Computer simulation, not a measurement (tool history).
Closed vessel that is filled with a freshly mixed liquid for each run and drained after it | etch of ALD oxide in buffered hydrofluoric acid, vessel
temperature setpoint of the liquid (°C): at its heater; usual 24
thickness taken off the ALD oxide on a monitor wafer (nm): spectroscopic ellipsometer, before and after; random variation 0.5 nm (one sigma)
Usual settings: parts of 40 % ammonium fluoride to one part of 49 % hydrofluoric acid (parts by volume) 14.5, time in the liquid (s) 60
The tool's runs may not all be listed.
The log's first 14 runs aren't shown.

run	hour	temperature setpoint of the liquid (°C)	parts of 40 % ammonium fluoride to one part of 49 % hydrofluoric acid (parts by volume)	time in the liquid (s)	wafers since the last listed run	hours since the thermometer was replaced	hours since the hydrofluoric acid flow meter was replaced	hours since the gauge calibration	read-back film thickness of the ALD oxide reference wafer, read on the same gauge (nm)	thickness taken off the ALD oxide on a monitor wafer (nm)
15	1091.6	25.5	17	60	13935	377.9	379.6	335	30.02	51.58
16	1188.8	28.5	14.5	45	12671	475.1	476.8	432.2	29.98	53.39
17	1234.1	24	14.5	60	5905	520.4	522.1	477.5	30	56.68
18	1306.2	24	19.5	50	9399	592.5	594.2	549.6	30	35.43
19	1372.4	24	17.5	60	8630	658.7	660.4	615.8	30.01	47.38
# hour 1388.9: thermometer replaced
20	1445.5	24	14.5	60	9399	56.6	733.5	688.9	30	53.09
# hour 1499.9: hydrofluoric acid flow meter replaced
21	1501.5	20.5	17.5	50	7169	112.6	1.6	744.9	30.01	30.6
22	1563.4	25.5	17	60	8069	174.5	63.5	806.8	30	49.38
23	1614	26.5	10	90	6596	225.1	114.1	857.4	29.98	131.21
24	1658.1	24	14.5	60	5749	269.2	158.2	901.5	29.99	54.68
25	1710.5	24	18.5	45	6831	321.6	210.6	953.9	29.98	32.46
26	1768.4	24	14.5	60	7548	379.5	268.5	1011.8	30.01	55.26
27	1856.8	26.5	12.5	60	11524	467.9	356.9	1100.2	30.02	74.45
# hour 2004.7: thermometer replaced
28	2023.6	24	17.5	85	21614	18.9	523.7	1267	30	62.71
29	2118.2	21	11	30	12332	113.5	618.3	1361.6	29.98	30.13
# hour 2153.3: hydrofluoric acid flow meter replaced
30	2176.9	24	14.5	60	7521	172.2	23.6	1420.3	30.01	54.22
31	2275.3	20	14.5	60	12827	270.6	122	1518.7	30.01	44.03
32	2384.9	26.5	14.5	45	14287	380.2	231.6	1628.3	30.01	48.02
33	2491.4	27	20	30	13883	486.7	338.1	1734.8	30	24.26

Forecast each of these 5 alternatives for the next run:
A	2492.1	24	14.5	80	91	487.4	338.8	1735.5	?	?
B	2492.1	25.5	14.5	60	91	487.4	338.8	1735.5	?	?
C	2492.1	24	9	60	91	487.4	338.8	1735.5	?	?
D	2492.1	22.5	14.5	70	91	487.4	338.8	1735.5	?	?
E	2492.1	26.5	11.5	60	91	487.4	338.8	1735.5	?	?

run	read-back film thickness of the ALD oxide reference wafer, read on the same gauge (nm)	thickness taken off the ALD oxide on a monitor wafer (nm)
A	30	74.11
B	30	60.27
C	30	85.39
D	30	59.76
E	30	79.76
Without the tool's hidden state the same runs would have given:
run	thickness taken off the ALD oxide on a monitor wafer (nm)
A	69.58
B	56.62
C	80.17
D	56.07
E	74.97
